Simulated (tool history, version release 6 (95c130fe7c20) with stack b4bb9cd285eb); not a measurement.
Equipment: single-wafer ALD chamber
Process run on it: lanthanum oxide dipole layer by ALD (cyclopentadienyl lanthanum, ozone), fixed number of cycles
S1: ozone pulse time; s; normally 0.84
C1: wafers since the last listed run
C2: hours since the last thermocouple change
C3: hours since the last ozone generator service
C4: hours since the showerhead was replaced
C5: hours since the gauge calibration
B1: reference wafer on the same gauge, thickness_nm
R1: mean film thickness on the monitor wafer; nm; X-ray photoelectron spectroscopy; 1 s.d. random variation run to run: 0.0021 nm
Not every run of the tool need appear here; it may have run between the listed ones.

run	hour	S1	C1	C2	C3	C4	C5	B1	R1
1	0.0	1.06	0	2523.9	1204.3	2906.4	604.8	0.548	0.566
2	11.4	0.98	180	2535.3	1215.7	2917.8	616.2	0.548	0.545
3	22.9	0.98	181	2546.8	1227.2	2929.3	627.7	0.549	0.543
4	29.0	0.98	96	2552.9	1233.3	2935.4	633.8	0.548	0.542
5	37.8	0.63	139	2561.7	1242.1	2944.2	642.6	0.548	0.420
6	44.7	0.84	109	2568.6	1249.0	2951.1	649.5	0.549	0.503
7	57.6	0.84	204	2581.5	1261.9	2964.0	662.4	0.548	0.503
8	69.5	0.84	188	2593.4	1273.8	2975.9	674.3	0.548	0.508
9	75.6	0.84	96	2599.5	1279.9	2982.0	680.4	0.548	0.503
# hour 76.1: gauge calibrated
10	82.6	0.97	110	2606.5	1286.9	2989.0	6.5	0.548	0.542
11	90.6	0.84	126	2614.5	1294.9	2997.0	14.5	0.548	0.502
12	107.0	0.55	259	2630.9	1311.3	3013.4	30.9	0.548	0.374
13	120.0	1.07	205	2643.9	1324.3	3026.4	43.9	0.548	0.561
14	129.9	0.64	156	2653.8	1334.2	3036.3	53.8	0.548	0.421
15	142.9	0.84	205	2666.8	1347.2	3049.3	66.8	0.548	0.505
16	150.2	1.16	115	2674.1	1354.5	3056.6	74.1	0.548	0.578
17	164.5	0.71	226	2688.4	1368.8	3070.9	88.4	0.548	0.455
18	182.4	0.96	283	2706.3	1386.7	3088.8	106.3	0.548	0.537
# hour 195.0: showerhead replaced
19	195.5	0.75	80	2719.4	1399.8	0.5	119.4	0.548	0.475
20	207.5	0.68	189	2731.4	1411.8	12.5	131.4	0.548	0.443
21	213.8	0.84	99	2737.7	1418.1	18.8	137.7	0.547	0.504
22	226.1	0.84	194	2750.0	1430.4	31.1	150.0	0.548	0.501
# hour 260.9: thermocouple changed; heater temperature recalibrated
# hour 277.2: ozone generator serviced
23	279.5	0.54	591	18.6	2.3	84.5	203.4	0.548	0.390
24	288.2	0.84	137	27.3	11.0	93.2	212.1	0.548	0.520
25	297.2	0.66	142	36.3	20.0	102.2	221.1	0.548	0.453
26	313.0	0.60	250	52.1	35.8	118.0	236.9	0.549	0.424
27	325.9	0.65	204	65.0	48.7	130.9	249.8	0.547	0.445
28	335.5	0.70	151	74.6	58.3	140.5	259.4	0.548	0.469
29	344.7	0.62	145	83.8	67.5	149.7	268.6	0.548	0.435
30	354.1	0.84	148	93.2	76.9	159.1	278.0	0.548	0.519
31	365.6	0.84	181	104.7	88.4	170.6	289.5	0.547	0.521
32	393.3	0.51	438	132.4	116.1	198.3	317.2	0.548	0.366
33	410.0	1.01	264	149.1	132.8	215.0	333.9	0.547	0.562

Hidden state or all else? Some run-to-run changes of R1, split into what the settings, what came in and random variation would give without the hidden state, and what is left for the hidden state (with any gauge scatter that isn't in both results):
Hidden state at play: wafer temperature above the value expected at the setpoint (K); ozone dose above that of a generator just serviced (%); gauge reads high (%).
Run 12 -> 13: S1 0.55 -> 1.07. R1 +0.187 nm: hidden state +0.007, all else +0.180.
Run 16 -> 17: S1 1.16 -> 0.71. R1 -0.123 nm: hidden state -0.009, all else -0.114.
Run 22 -> 23: S1 0.84 -> 0.54, thermocouple changed; heater temperature recalibrated, ozone generator serviced. R1 -0.111 nm: hidden state +0.019, all else -0.130.
Run 31 -> 32: S1 0.84 -> 0.51. R1 -0.155 nm: hidden state -0.001, all else -0.154.
Run 32 -> 33: S1 0.51 -> 1.01. R1 +0.196 nm: hidden state +0.001, all else +0.195.
